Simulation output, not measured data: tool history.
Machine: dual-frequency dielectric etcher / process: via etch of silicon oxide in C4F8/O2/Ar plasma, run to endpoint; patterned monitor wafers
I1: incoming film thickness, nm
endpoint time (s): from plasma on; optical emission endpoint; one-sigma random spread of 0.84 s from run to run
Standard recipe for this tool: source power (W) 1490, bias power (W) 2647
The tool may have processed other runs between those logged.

{"run": 1, "hour": 0.0, "source power (W)": 1490, "bias power (W)": 2647, "I1": 1437.7, "endpoint time (s)": 276.1}
{"run": 2, "hour": 23.8, "source power (W)": 1490, "bias power (W)": 2647, "I1": 1448.0, "endpoint time (s)": 274.9}
{"run": 3, "hour": 37.6, "source power (W)": 1490, "bias power (W)": 2647, "I1": 1439.9, "endpoint time (s)": 274.2}
{"run": 4, "hour": 52.1, "source power (W)": 1490, "bias power (W)": 2647, "I1": 1436.0, "endpoint time (s)": 273.9}
{"run": 5, "hour": 68.4, "source power (W)": 1490, "bias power (W)": 2647, "I1": 1432.0, "endpoint time (s)": 273.2}
{"run": 6, "hour": 102.5, "source power (W)": 1490, "bias power (W)": 2647, "I1": 1423.9, "endpoint time (s)": 270.9}
{"run": 7, "hour": 133.0, "source power (W)": 1490, "bias power (W)": 2647, "I1": 1426.1, "endpoint time (s)": 271.1}
{"hour": 146.8, "done": "source power generator calibrated"}
{"hour": 177.0, "done": "upper electrode replaced"}
{"run": 8, "hour": 177.5, "source power (W)": 1490, "bias power (W)": 2647, "I1": 1440.5, "endpoint time (s)": 271.3}
{"run": 9, "hour": 178.2, "source power (W)": 1490, "bias power (W)": 2647, "I1": 1433.2, "endpoint time (s)": 271.1}
{"hour": 222.1, "done": "wet clean of the chamber"}
{"run": 10, "hour": 222.6, "source power (W)": 1720, "bias power (W)": 2362, "I1": 1432.6, "endpoint time (s)": 274.2}
{"run": 11, "hour": 231.0, "source power (W)": 1340, "bias power (W)": 2023, "I1": 1425.9, "endpoint time (s)": 309.0}
{"run": 12, "hour": 266.9, "source power (W)": 1490, "bias power (W)": 2647, "I1": 1420.8, "endpoint time (s)": 275.3}
{"hour": 290.4, "done": "bias power generator calibrated"}
{"run": 13, "hour": 297.5, "source power (W)": 1490, "bias power (W)": 3118, "I1": 1435.1, "endpoint time (s)": 265.9}
{"run": 14, "hour": 316.3, "source power (W)": 1490, "bias power (W)": 2647, "I1": 1432.2, "endpoint time (s)": 277.6}
{"run": 15, "hour": 339.9, "source power (W)": 1490, "bias power (W)": 2051, "I1": 1434.9, "endpoint time (s)": 294.8}
{"run": 16, "hour": 371.5, "source power (W)": 1150, "bias power (W)": 2179, "I1": 1438.1, "endpoint time (s)": 318.8}
{"run": 17, "hour": 397.2, "source power (W)": 1830, "bias power (W)": 3090, "I1": 1430.9, "endpoint time (s)": 245.0}

5 options for the next run, each taken on its own from the tool as it stands now. Forecast them:
{"run": "A", "hour": 397.7, "source power (W)": 1490, "bias power (W)": 2647, "I1": 1431.0, "endpoint time (s)": "?"}
{"run": "B", "hour": 397.7, "source power (W)": 1780, "bias power (W)": 2449, "I1": 1431.0, "endpoint time (s)": "?"}
{"run": "C", "hour": 397.7, "source power (W)": 1150, "bias power (W)": 2405, "I1": 1431.0, "endpoint time (s)": "?"}
{"run": "D", "hour": 397.7, "source power (W)": 1710, "bias power (W)": 2372, "I1": 1431.0, "endpoint time (s)": "?"}
{"run": "E", "hour": 397.7, "source power (W)": 1610, "bias power (W)": 3258, "I1": 1431.0, "endpoint time (s)": "?"}

run=A endpoint_time_(s)=274.9
run=B endpoint_time_(s)=263.2
run=C endpoint_time_(s)=308.4
run=D endpoint_time_(s)=269.2
run=E endpoint_time_(s)=252.8
Without the tool's unlogged condition, the same runs would have read:
run=A endpoint_time_(s)=280.8
run=B endpoint_time_(s)=268.9
run=C endpoint_time_(s)=315.1
run=D endpoint_time_(s)=275.0
run=E endpoint_time_(s)=258.3
